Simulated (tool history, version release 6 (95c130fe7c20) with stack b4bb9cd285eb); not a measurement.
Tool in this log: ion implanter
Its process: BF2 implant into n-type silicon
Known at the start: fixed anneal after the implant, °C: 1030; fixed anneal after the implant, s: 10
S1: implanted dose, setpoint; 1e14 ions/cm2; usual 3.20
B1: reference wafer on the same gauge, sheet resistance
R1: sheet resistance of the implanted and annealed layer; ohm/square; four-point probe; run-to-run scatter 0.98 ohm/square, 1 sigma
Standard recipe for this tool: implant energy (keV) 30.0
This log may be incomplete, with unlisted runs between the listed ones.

{"run": 1, "hour": 0.0, "S1": 3.2, "implant energy (keV)": 30.0, "B1": 410.2, "R1": 381.89}
{"run": 2, "hour": 44.9, "S1": 3.2, "implant energy (keV)": 30.0, "B1": 410.16, "R1": 380.51}
{"run": 3, "hour": 76.0, "S1": 3.2, "implant energy (keV)": 30.0, "B1": 410.48, "R1": 382.84}
{"run": 4, "hour": 147.3, "S1": 3.2, "implant energy (keV)": 24.0, "B1": 409.92, "R1": 392.12}
{"run": 5, "hour": 185.6, "S1": 3.2, "implant energy (keV)": 24.0, "B1": 410.01, "R1": 392.29}
{"run": 6, "hour": 239.7, "S1": 3.2, "implant energy (keV)": 24.0, "B1": 409.85, "R1": 393.82}
{"run": 7, "hour": 279.1, "S1": 3.2, "implant energy (keV)": 30.0, "B1": 409.69, "R1": 384.34}
{"run": 8, "hour": 319.1, "S1": 3.2, "implant energy (keV)": 30.0, "B1": 410.07, "R1": 386.19}
{"run": 9, "hour": 359.3, "S1": 3.2, "implant energy (keV)": 30.0, "B1": 409.56, "R1": 386.75}
{"run": 10, "hour": 414.3, "S1": 3.2, "implant energy (keV)": 30.0, "B1": 409.76, "R1": 386.34}
{"run": 11, "hour": 462.5, "S1": 3.2, "implant energy (keV)": 30.0, "B1": 409.99, "R1": 387.98}
{"run": 12, "hour": 504.5, "S1": 3.2, "implant energy (keV)": 30.0, "B1": 410.13, "R1": 386.84}
{"run": 13, "hour": 554.2, "S1": 3.2, "implant energy (keV)": 30.0, "B1": 410.26, "R1": 386.32}
{"run": 14, "hour": 603.4, "S1": 3.2, "implant energy (keV)": 30.0, "B1": 409.7, "R1": 389.5}
{"run": 15, "hour": 667.4, "S1": 3.2, "implant energy (keV)": 30.0, "B1": 409.92, "R1": 389.04}
{"run": 16, "hour": 713.6, "S1": 3.2, "implant energy (keV)": 30.0, "B1": 409.88, "R1": 386.46}
{"run": 17, "hour": 788.0, "S1": 3.85, "implant energy (keV)": 30.0, "B1": 410.03, "R1": 331.36}
{"run": 18, "hour": 862.5, "S1": 3.68, "implant energy (keV)": 27.0, "B1": 409.97, "R1": 349.95}
{"hour": 911.6, "done": "extraction supply calibrated"}
{"run": 19, "hour": 932.7, "S1": 3.2, "implant energy (keV)": 30.0, "B1": 410.18, "R1": 390.81}
{"run": 20, "hour": 966.1, "S1": 3.2, "implant energy (keV)": 30.0, "B1": 410.09, "R1": 392.44}
{"run": 21, "hour": 1024.2, "S1": 4.11, "implant energy (keV)": 25.5, "B1": 409.87, "R1": 319.71}
{"run": 22, "hour": 1071.2, "S1": 2.65, "implant energy (keV)": 34.5, "B1": 410.03, "R1": 451.94}
{"run": 23, "hour": 1116.2, "S1": 3.83, "implant energy (keV)": 21.0, "B1": 409.52, "R1": 349.53}
{"hour": 1161.3, "done": "Faraday cup replaced and dose calibrated"}
{"run": 24, "hour": 1180.5, "S1": 3.58, "implant energy (keV)": 35.5, "B1": 410.23, "R1": 338.87}
{"hour": 1208.1, "done": "gauge calibrated"}
{"run": 25, "hour": 1234.7, "S1": 3.2, "implant energy (keV)": 30.0, "B1": 410.11, "R1": 381.87}
{"run": 26, "hour": 1280.2, "S1": 3.2, "implant energy (keV)": 30.0, "B1": 409.97, "R1": 381.61}
{"run": 27, "hour": 1322.9, "S1": 2.56, "implant energy (keV)": 34.0, "B1": 410.05, "R1": 456.12}
{"run": 28, "hour": 1373.5, "S1": 2.38, "implant energy (keV)": 21.0, "B1": 409.75, "R1": 512.31}
{"run": 29, "hour": 1431.3, "S1": 3.2, "implant energy (keV)": 30.0, "B1": 410.05, "R1": 384.22}
{"run": 30, "hour": 1455.5, "S1": 2.9, "implant energy (keV)": 30.0, "B1": 410.14, "R1": 417.97}
{"run": 31, "hour": 1480.5, "S1": 3.2, "implant energy (keV)": 20.5, "B1": 410.16, "R1": 401.9}
{"run": 32, "hour": 1550.1, "S1": 3.61, "implant energy (keV)": 20.0, "B1": 410.24, "R1": 363.07}
{"run": 33, "hour": 1590.4, "S1": 2.66, "implant energy (keV)": 26.5, "B1": 410.12, "R1": 457.44}
{"run": 34, "hour": 1646.5, "S1": 3.74, "implant energy (keV)": 27.0, "B1": 410.02, "R1": 342.89}

Each row is a separate what-if for the run after 34, all from the same tool condition, not one after another. Results?
{"run": "A", "hour": 1646.9, "S1": 3.79, "implant energy (keV)": 30.0, "B1": "?", "R1": "?"}
{"run": "B", "hour": 1646.9, "S1": 3.58, "implant energy (keV)": 38.0, "B1": "?", "R1": "?"}
{"run": "C", "hour": 1646.9, "S1": 2.81, "implant energy (keV)": 23.0, "B1": "?", "R1": "?"}

run=A B1=410.01 R1=334.77
run=B B1=410.01 R1=343.31
run=C B1=410.01 R1=443.96
With the hidden condition removed and each run's random variation left untouched, the same runs would have given:
run=A R1=329.69
run=B R1=338.06
run=C R1=437.31
